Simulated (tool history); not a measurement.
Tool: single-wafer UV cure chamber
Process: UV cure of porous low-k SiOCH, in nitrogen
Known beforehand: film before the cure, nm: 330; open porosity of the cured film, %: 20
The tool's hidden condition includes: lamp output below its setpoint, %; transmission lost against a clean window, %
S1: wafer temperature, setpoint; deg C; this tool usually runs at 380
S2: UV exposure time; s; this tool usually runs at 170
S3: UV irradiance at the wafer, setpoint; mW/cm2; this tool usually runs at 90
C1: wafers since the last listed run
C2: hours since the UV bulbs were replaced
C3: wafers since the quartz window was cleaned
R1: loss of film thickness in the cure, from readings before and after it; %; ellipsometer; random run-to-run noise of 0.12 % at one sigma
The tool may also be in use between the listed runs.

{"run": 1, "hour": 0.0, "S1": 380, "S2": 95, "S3": 90, "C1": 0, "C2": 2062.4, "C3": 2523, "R1": 5.972}
{"run": 2, "hour": 28.4, "S1": 380, "S2": 95, "S3": 90, "C1": 179, "C2": 2090.8, "C3": 2703, "R1": 5.876}
{"run": 3, "hour": 83.0, "S1": 395, "S2": 170, "S3": 90, "C1": 346, "C2": 2145.4, "C3": 3049, "R1": 8.356}
{"hour": 122.3, "done": "quartz window cleaned"}
{"run": 4, "hour": 135.4, "S1": 395, "S2": 170, "S3": 90, "C1": 281, "C2": 2197.8, "C3": 83, "R1": 8.25}
{"run": 5, "hour": 168.8, "S1": 395, "S2": 170, "S3": 90, "C1": 211, "C2": 2231.2, "C3": 294, "R1": 8.246}
{"run": 6, "hour": 211.5, "S1": 380, "S2": 170, "S3": 90, "C1": 270, "C2": 2273.9, "C3": 565, "R1": 7.754}
{"run": 7, "hour": 279.9, "S1": 380, "S2": 170, "S3": 90, "C1": 433, "C2": 2342.3, "C3": 999, "R1": 7.839}
{"hour": 302.1, "done": "UV bulbs replaced"}
{"run": 8, "hour": 494.2, "S1": 380, "S2": 170, "S3": 90, "C1": 1307, "C2": 192.1, "C3": 2306, "R1": 9.08}
{"run": 9, "hour": 653.1, "S1": 372, "S2": 170, "S3": 90, "C1": 1007, "C2": 351, "C3": 3313, "R1": 8.837}
{"hour": 716.2, "done": "quartz window cleaned"}
{"run": 10, "hour": 718.1, "S1": 380, "S2": 170, "S3": 90, "C1": 361, "C2": 416, "C3": 12, "R1": 9.115}
{"run": 11, "hour": 781.2, "S1": 399, "S2": 125, "S3": 90, "C1": 399, "C2": 479.1, "C3": 411, "R1": 8.164}
{"run": 12, "hour": 813.3, "S1": 380, "S2": 170, "S3": 78, "C1": 203, "C2": 511.2, "C3": 615, "R1": 8.337}
{"run": 13, "hour": 880.9, "S1": 388, "S2": 215, "S3": 117, "C1": 428, "C2": 578.8, "C3": 1043, "R1": 11.167}
{"run": 14, "hour": 941.8, "S1": 380, "S2": 170, "S3": 90, "C1": 385, "C2": 639.7, "C3": 1429, "R1": 9.003}

Expected results for the next run?
{"run": 15, "hour": 980.2, "S1": 380, "S2": 70, "S3": 90, "C1": 243, "C2": 678.1, "C3": 1673, "R1": "?"}

R1: 5.461 %
Were there no unlogged condition in the tool, this run, its random variation unchanged, would have produced R1 5.556 %.

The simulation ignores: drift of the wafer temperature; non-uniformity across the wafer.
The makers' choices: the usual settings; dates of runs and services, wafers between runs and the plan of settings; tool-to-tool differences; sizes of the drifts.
